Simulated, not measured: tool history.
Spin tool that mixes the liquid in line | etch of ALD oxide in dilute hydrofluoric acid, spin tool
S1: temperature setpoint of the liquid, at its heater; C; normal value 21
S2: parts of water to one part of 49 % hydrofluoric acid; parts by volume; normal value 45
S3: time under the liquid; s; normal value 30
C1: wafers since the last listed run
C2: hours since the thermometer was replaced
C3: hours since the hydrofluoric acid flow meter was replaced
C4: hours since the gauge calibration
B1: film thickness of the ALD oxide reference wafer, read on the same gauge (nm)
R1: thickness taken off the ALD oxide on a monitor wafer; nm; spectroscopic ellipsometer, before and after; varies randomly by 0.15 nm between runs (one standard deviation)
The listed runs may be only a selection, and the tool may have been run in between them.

{"run": 1, "hour": 0.0, "S1": 21, "S2": 45, "S3": 30, "C1": 0, "C2": 2704.5, "C3": 970.6, "C4": 335.7, "B1": 150.01, "R1": 13.83}
{"run": 2, "hour": 64.0, "S1": 21, "S2": 45, "S3": 30, "C1": 587, "C2": 2768.5, "C3": 1034.6, "C4": 399.7, "B1": 150.03, "R1": 13.81}
{"run": 3, "hour": 100.0, "S1": 21, "S2": 45, "S3": 30, "C1": 330, "C2": 2804.5, "C3": 1070.6, "C4": 435.7, "B1": 150.02, "R1": 13.74}
{"run": 4, "hour": 146.6, "S1": 21, "S2": 45, "S3": 30, "C1": 428, "C2": 2851.1, "C3": 1117.2, "C4": 482.3, "B1": 149.98, "R1": 13.48}
{"run": 5, "hour": 195.7, "S1": 21, "S2": 45, "S3": 30, "C1": 451, "C2": 2900.2, "C3": 1166.3, "C4": 531.4, "B1": 150.02, "R1": 13.44}
{"hour": 250.3, "done": "gauge calibrated"}
{"run": 6, "hour": 251.4, "S1": 21, "S2": 45, "S3": 30, "C1": 511, "C2": 2955.9, "C3": 1222, "C4": 1.1, "B1": 150.01, "R1": 13.6}
{"run": 7, "hour": 282.7, "S1": 21, "S2": 45, "S3": 30, "C1": 287, "C2": 2987.2, "C3": 1253.3, "C4": 32.4, "B1": 150, "R1": 13.33}
{"run": 8, "hour": 315.2, "S1": 21, "S2": 45, "S3": 30, "C1": 298, "C2": 3019.7, "C3": 1285.8, "C4": 64.9, "B1": 150.01, "R1": 13.51}
{"run": 9, "hour": 354.2, "S1": 24, "S2": 60, "S3": 15, "C1": 358, "C2": 3058.7, "C3": 1324.8, "C4": 103.9, "B1": 150, "R1": 5.44}
{"run": 10, "hour": 392.3, "S1": 19, "S2": 45, "S3": 30, "C1": 349, "C2": 3096.8, "C3": 1362.9, "C4": 142, "B1": 150.02, "R1": 12.13}
{"hour": 398.1, "done": "thermometer replaced"}
{"run": 11, "hour": 447.7, "S1": 21, "S2": 60, "S3": 30, "C1": 499, "C2": 49.6, "C3": 1418.3, "C4": 197.4, "B1": 149.98, "R1": 9.73}
{"run": 12, "hour": 501.8, "S1": 21, "S2": 45, "S3": 15, "C1": 496, "C2": 103.7, "C3": 1472.4, "C4": 251.5, "B1": 149.99, "R1": 6.66}
{"run": 13, "hour": 560.5, "S1": 17, "S2": 40, "S3": 15, "C1": 539, "C2": 162.4, "C3": 1531.1, "C4": 310.2, "B1": 150.01, "R1": 6.31}
{"hour": 565.3, "done": "hydrofluoric acid flow meter replaced"}
{"run": 14, "hour": 615.0, "S1": 21, "S2": 45, "S3": 30, "C1": 491, "C2": 216.9, "C3": 49.7, "C4": 364.7, "B1": 150, "R1": 14.61}
{"run": 15, "hour": 643.8, "S1": 23, "S2": 65, "S3": 40, "C1": 264, "C2": 245.7, "C3": 78.5, "C4": 393.5, "B1": 149.97, "R1": 14.38}
{"run": 16, "hour": 707.8, "S1": 21, "S2": 45, "S3": 30, "C1": 587, "C2": 309.7, "C3": 142.5, "C4": 457.5, "B1": 149.96, "R1": 14.43}

Alternative continuations, all from the tool just after run 16; predict every row:
{"run": "A", "hour": 708.2, "S1": 17, "S2": 45, "S3": 30, "C1": 3, "C2": 310.1, "C3": 142.9, "C4": 457.9, "B1": "?", "R1": "?"}
{"run": "B", "hour": 708.2, "S1": 23.5, "S2": 35, "S3": 15, "C1": 3, "C2": 310.1, "C3": 142.9, "C4": 457.9, "B1": "?", "R1": "?"}
{"run": "C", "hour": 708.2, "S1": 17.5, "S2": 50, "S3": 15, "C1": 3, "C2": 310.1, "C3": 142.9, "C4": 457.9, "B1": "?", "R1": "?"}

run=A B1=150.02 R1=11.87
run=B B1=150.02 R1=10.19
run=C B1=150.02 R1=5.43
With no hidden state in the tool, these same runs would have given:
run=A R1=12.25
run=B R1=10.52
run=C R1=5.6
